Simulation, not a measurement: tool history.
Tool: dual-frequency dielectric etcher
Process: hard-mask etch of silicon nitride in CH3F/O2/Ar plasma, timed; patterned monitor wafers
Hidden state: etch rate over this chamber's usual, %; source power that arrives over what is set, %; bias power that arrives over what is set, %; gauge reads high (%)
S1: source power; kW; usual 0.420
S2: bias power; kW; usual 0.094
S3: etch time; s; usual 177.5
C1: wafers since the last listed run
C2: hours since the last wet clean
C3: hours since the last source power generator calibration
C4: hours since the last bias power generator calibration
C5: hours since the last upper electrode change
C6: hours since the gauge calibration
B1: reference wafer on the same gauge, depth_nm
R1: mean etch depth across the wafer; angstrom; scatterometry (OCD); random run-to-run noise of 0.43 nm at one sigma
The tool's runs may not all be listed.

run 1 day=0.000 | S1=0.420 S2=0.099 S3=177.5 | C1=0 C2=442.5 C3=1801.3 C4=2725.1 C5=4438.0 C6=130.2 | B1=140.0 | R1=1392
run 2 day=0.279 | S1=0.420 S2=0.099 S3=177.5 | C1=55 C2=449.2 C3=1808.0 C4=2731.8 C5=4444.7 C6=136.9 | B1=140.0 | R1=1380
run 3 day=0.588 | S1=0.420 S2=0.094 S3=151.0 | C1=61 C2=456.6 C3=1815.4 C4=2739.2 C5=4452.1 C6=144.3 | B1=140.0 | R1=1151
run 4 day=0.979 | S1=0.420 S2=0.094 S3=151.0 | C1=78 C2=466.0 C3=1824.8 C4=2748.6 C5=4461.5 C6=153.7 | B1=140.0 | R1=1152
run 5 day=1.308 | S1=0.420 S2=0.094 S3=151.0 | C1=66 C2=473.9 C3=1832.7 C4=2756.5 C5=4469.4 C6=161.6 | B1=140.0 | R1=1159
run 6 day=1.671 | S1=0.420 S2=0.094 S3=144.0 | C1=72 C2=482.6 C3=1841.4 C4=2765.2 C5=4478.1 C6=170.3 | B1=140.0 | R1=1095
run 7 day=2.183 | S1=0.420 S2=0.094 S3=141.5 | C1=102 C2=494.9 C3=1853.7 C4=2777.5 C5=4490.4 C6=182.6 | B1=140.0 | R1=1075
-- day=3.412 source power generator calibrated
-- day=3.596 upper electrode replaced
run 8 day=3.617 | S1=0.420 S2=0.094 S3=141.5 | C1=216 C2=529.3 C3=4.9 C4=2811.9 C5=0.5 C6=217.0 | B1=140.1 | R1=1075
run 9 day=3.633 | S1=0.420 S2=0.094 S3=177.5 | C1=3 C2=529.7 C3=5.3 C4=2812.3 C5=0.9 C6=217.4 | B1=140.1 | R1=1347
run 10 day=3.650 | S1=0.420 S2=0.094 S3=177.5 | C1=3 C2=530.1 C3=5.7 C4=2812.7 C5=1.3 C6=217.8 | B1=140.0 | R1=1346
run 11 day=4.104 | S1=0.490 S2=0.073 S3=199.0 | C1=91 C2=541.0 C3=16.6 C4=2823.6 C5=12.2 C6=228.7 | B1=140.0 | R1=1391
-- day=4.792 gauge calibrated
-- day=5.117 wet clean of the chamber
run 12 day=5.138 | S1=0.350 S2=0.073 S3=198.0 | C1=6 C2=0.5 C3=41.4 C4=2848.4 C5=37.0 C6=8.3 | B1=140.1 | R1=1228
run 13 day=5.388 | S1=0.360 S2=0.106 S3=142.0 | C1=50 C2=6.5 C3=47.4 C4=2854.4 C5=43.0 C6=14.3 | B1=140.0 | R1=1067
run 14 day=6.092 | S1=0.420 S2=0.074 S3=196.0 | C1=141 C2=23.4 C3=64.3 C4=2871.3 C5=59.9 C6=31.2 | B1=139.9 | R1=1290
-- day=6.371 bias power generator calibrated
-- day=7.158 wet clean of the chamber, repeated, since the last time left the tool worse
run 15 day=7.179 | S1=0.370 S2=0.094 S3=177.5 | C1=27 C2=0.5 C3=90.4 C4=19.4 C5=86.0 C6=57.3 | B1=140.0 | R1=1357
run 16 day=7.192 | S1=0.420 S2=0.083 S3=125.0 | C1=2 C2=0.8 C3=90.7 C4=19.7 C5=86.3 C6=57.6 | B1=140.0 | R1=941
run 17 day=7.208 | S1=0.490 S2=0.073 S3=199.0 | C1=3 C2=1.2 C3=91.1 C4=20.1 C5=86.7 C6=58.0 | B1=140.0 | R1=1460
run 18 day=7.550 | S1=0.390 S2=0.105 S3=128.5 | C1=68 C2=9.4 C3=99.3 C4=28.3 C5=94.9 C6=66.2 | B1=140.0 | R1=1059
run 19 day=7.871 | S1=0.420 S2=0.094 S3=177.5 | C1=64 C2=17.1 C3=107.0 C4=36.0 C5=102.6 C6=73.9 | B1=140.0 | R1=1413
run 20 day=8.183 | S1=0.380 S2=0.087 S3=177.5 | C1=62 C2=24.6 C3=114.5 C4=43.5 C5=110.1 C6=81.4 | B1=139.9 | R1=1314
run 21 day=8.742 | S1=0.420 S2=0.094 S3=151.0 | C1=111 C2=38.0 C3=127.9 C4=56.9 C5=123.5 C6=94.8 | B1=140.1 | R1=1191

How would selected steps in R1 from run to run divide? Give the signed amount a tool lacking its hidden state would still show from settings, what came in and random variation, and the signed amount left for the hidden state, including any gauge scatter that is not in both of the compared results.
Run 11 -> 12: S1 0.490 -> 0.350, S3 199.0 -> 198.0, gauge calibrated, wet clean of the chamber. R1 -163 angstrom: hidden state -27, all else -136.
Run 14 -> 15: S1 0.420 -> 0.370, S2 0.074 -> 0.094, S3 196.0 -> 177.5, bias power generator calibrated, wet clean of the chamber, repeated, since the last time left the tool worse. R1 +67 angstrom: hidden state +100, all else -33.
Run 15 -> 16: S1 0.370 -> 0.420, S2 0.094 -> 0.083, S3 177.5 -> 125.0. R1 -416 angstrom: hidden state -3, all else -413.
Run 16 -> 17: S1 0.420 -> 0.490, S2 0.083 -> 0.073, S3 125.0 -> 199.0. R1 +519 angstrom: hidden state +3, all else +516.
